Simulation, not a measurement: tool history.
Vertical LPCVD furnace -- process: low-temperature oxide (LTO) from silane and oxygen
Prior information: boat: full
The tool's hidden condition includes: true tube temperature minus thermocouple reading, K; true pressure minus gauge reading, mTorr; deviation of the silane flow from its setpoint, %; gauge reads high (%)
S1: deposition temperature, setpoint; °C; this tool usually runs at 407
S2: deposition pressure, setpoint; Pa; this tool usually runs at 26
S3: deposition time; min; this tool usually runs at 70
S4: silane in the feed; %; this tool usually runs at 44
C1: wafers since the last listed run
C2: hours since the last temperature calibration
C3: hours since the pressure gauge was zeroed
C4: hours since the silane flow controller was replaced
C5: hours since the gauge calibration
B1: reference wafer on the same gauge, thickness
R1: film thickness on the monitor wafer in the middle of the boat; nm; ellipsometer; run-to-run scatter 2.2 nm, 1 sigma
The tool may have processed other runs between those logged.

Run 1, hour 0: usual settings; C1 0; C2 3661.6; C3 3447.2; C4 4778.2; C5 849.4; B1 671.6. Result: R1 663.61 nm.
Run 2, hour 98.4: usual settings; C1 1270; C2 3760; C3 3545.6; C4 4876.6; C5 947.8; B1 671.41. Result: R1 662.02 nm.
Run 3, hour 184.1: usual settings; C1 1106; C2 3845.7; C3 3631.3; C4 4962.3; C5 1033.5; B1 670.2. Result: R1 659.93 nm.
Run 4, hour 227.4: usual settings; C1 559; C2 3889; C3 3674.6; C4 5005.6; C5 1076.8; B1 668.32. Result: R1 661.07 nm.
Run 5, hour 279.5: usual settings; C1 672; C2 3941.1; C3 3726.7; C4 5057.7; C5 1128.9; B1 668.82. Result: R1 663.57 nm.
Run 6, hour 352.2: usual settings; C1 939; C2 4013.8; C3 3799.4; C4 5130.4; C5 1201.6; B1 669.32. Result: R1 655.27 nm.
Run 7, hour 425.1: usual settings; C1 941; C2 4086.7; C3 3872.3; C4 5203.3; C5 1274.5; B1 668.71. Result: R1 656.96 nm.
Run 8, hour 461.2: usual settings but S1 416 °C, S4 41 %; C1 466; C2 4122.8; C3 3908.4; C4 5239.4; C5 1310.6; B1 667.78. Result: R1 676.17 nm.
Run 9, hour 565.6: usual settings but S1 416 °C, S4 41 %; C1 1348; C2 4227.2; C3 4012.8; C4 5343.8; C5 1415; B1 667.51. Result: R1 672.8 nm.
Run 10, hour 614.5: usual settings but S1 402 °C; C1 631; C2 4276.1; C3 4061.7; C4 5392.7; C5 1463.9; B1 667.21. Result: R1 626.7 nm.
Run 11, hour 693.8: usual settings but S1 402 °C; C1 1024; C2 4355.4; C3 4141; C4 5472; C5 1543.2; B1 666.58. Result: R1 626.72 nm.
At hour 731.2: pressure gauge zeroed.
Run 12, hour 746.8: usual settings but S1 398 °C; C1 374; C2 4408.4; C3 15.6; C4 5525; C5 1596.2; B1 666.07. Result: R1 601.24 nm.
At hour 832: thermocouples replaced and temperature profile calibrated.
At hour 866.3: silane flow controller replaced.
Run 13, hour 866.8: usual settings but S1 398 °C; C1 929; C2 34.8; C3 135.6; C4 0.5; C5 1716.2; B1 665.8. Result: R1 598.67 nm.
Run 14, hour 964.7: usual settings; C1 1264; C2 132.7; C3 233.5; C4 98.4; C5 1814.1; B1 666.97. Result: R1 657.66 nm.
Run 15, hour 1065.2: usual settings but S1 398 °C; C1 1298; C2 233.2; C3 334; C4 198.9; C5 1914.6; B1 666.53. Result: R1 600.64 nm.
Run 16, hour 1151.2: usual settings but S1 401 °C, S2 30.7 Pa, S3 80 min, S4 47 %; C1 1110; C2 319.2; C3 420; C4 284.9; C5 2000.6; B1 665.37. Result: R1 888.24 nm.
At hour 1399.1: gauge calibrated.
Run 17, hour 1438.8: usual settings but S3 49.5 min; C1 3714; C2 606.8; C3 707.6; C4 572.5; C5 39.7; B1 685.16. Result: R1 478.1 nm.
Run 18, hour 1516.4: usual settings but S2 32 Pa, S3 94 min, S4 49 %; C1 1002; C2 684.4; C3 785.2; C4 650.1; C5 117.3; B1 683.03. Result: R1 1227.39 nm.
Run 19, hour 1565.3: usual settings but S4 38 %; C1 631; C2 733.3; C3 834.1; C4 699; C5 166.2; B1 681.39. Result: R1 569.96 nm.
Run 20, hour 1673.3: usual settings but S1 397 °C, S2 22 Pa, S3 81.5 min, S4 48 %; C1 1394; C2 841.3; C3 942.1; C4 807; C5 274.2; B1 679.88. Result: R1 650.22 nm.
Run 21, hour 1776.5: usual settings but S1 400 °C; C1 1332; C2 944.5; C3 1045.3; C4 910.2; C5 377.4; B1 678.48. Result: R1 621.56 nm.
Run 22, hour 1831.6: usual settings but S2 29.3 Pa, S4 46 %; C1 711; C2 999.6; C3 1100.4; C4 965.3; C5 432.5; B1 676.68. Result: R1 788.66 nm.
Run 23, hour 1876.9: usual settings; C1 585; C2 1044.9; C3 1145.7; C4 1010.6; C5 477.8; B1 675.96. Result: R1 669.24 nm.
Run 24, hour 1977.9: usual settings but S3 60.5 min; C1 1304; C2 1145.9; C3 1246.7; C4 1111.6; C5 578.8; B1 673.31. Result: R1 575.31 nm.
Run 25, hour 2069: usual settings but S2 20 Pa, S3 82.5 min; C1 1176; C2 1237; C3 1337.8; C4 1202.7; C5 669.9; B1 672.63. Result: R1 600.62 nm.
Run 26, hour 2135.1: usual settings but S3 95.5 min; C1 853; C2 1303.1; C3 1403.9; C4 1268.8; C5 736; B1 671.28. Result: R1 907.72 nm.
Run 27, hour 2239.4: usual settings but S1 396 °C, S2 29.3 Pa, S3 54.5 min, S4 46 %; C1 1347; C2 1407.4; C3 1508.2; C4 1373.1; C5 840.3; B1 671.32. Result: R1 542.94 nm.
Run 28, hour 2318.1: usual settings; C1 1016; C2 1486.1; C3 1586.9; C4 1451.8; C5 919; B1 670.32. Result: R1 660.45 nm.
Run 29, hour 2420.4: usual settings but S1 396 °C; C1 1321; C2 1588.4; C3 1689.2; C4 1554.1; C5 1021.3; B1 668.71. Result: R1 589.64 nm.
Run 30, hour 2506.8: usual settings but S2 23.3 Pa, S3 86.5 min, S4 50 %; C1 1115; C2 1674.8; C3 1775.6; C4 1640.5; C5 1107.7; B1 669.29. Result: R1 824.25 nm.

What if the next run were any one of these 5? Each begins from the tool's condition after run 30:
Run A, hour 2512: usual settings but S4 36 %; C1 67; C2 1680; C3 1780.8; C4 1645.7; C5 1112.9; B1 ?. Result: R1 ?.
Run B, hour 2512: usual settings but S3 61.5 min, S4 50 %; C1 67; C2 1680; C3 1780.8; C4 1645.7; C5 1112.9; B1 ?. Result: R1 ?.
Run C, hour 2512: usual settings but S1 416 °C, S2 19.3 Pa, S3 48.5 min, S4 42 %; C1 67; C2 1680; C3 1780.8; C4 1645.7; C5 1112.9; B1 ?. Result: R1 ?.
Run D, hour 2512: usual settings but S1 417 °C, S2 29.3 Pa, S3 58.5 min, S4 49 %; C1 67; C2 1680; C3 1780.8; C4 1645.7; C5 1112.9; B1 ?. Result: R1 ?.
Run E, hour 2512: usual settings but S1 417 °C, S2 23.3 Pa, S4 48 %; C1 67; C2 1680; C3 1780.8; C4 1645.7; C5 1112.9; B1 ?. Result: R1 ?.

run      B1      R1
  A  667.96  524.35
  B  667.96  655.17
  C  667.96   356.8
  D  667.96   762.7
  E  667.96  713.78
Without the tool's unlogged condition, the same runs would have read:
run      R1
  A  537.83
  B  672.01
  C  365.97
  D  782.32
  E  732.13
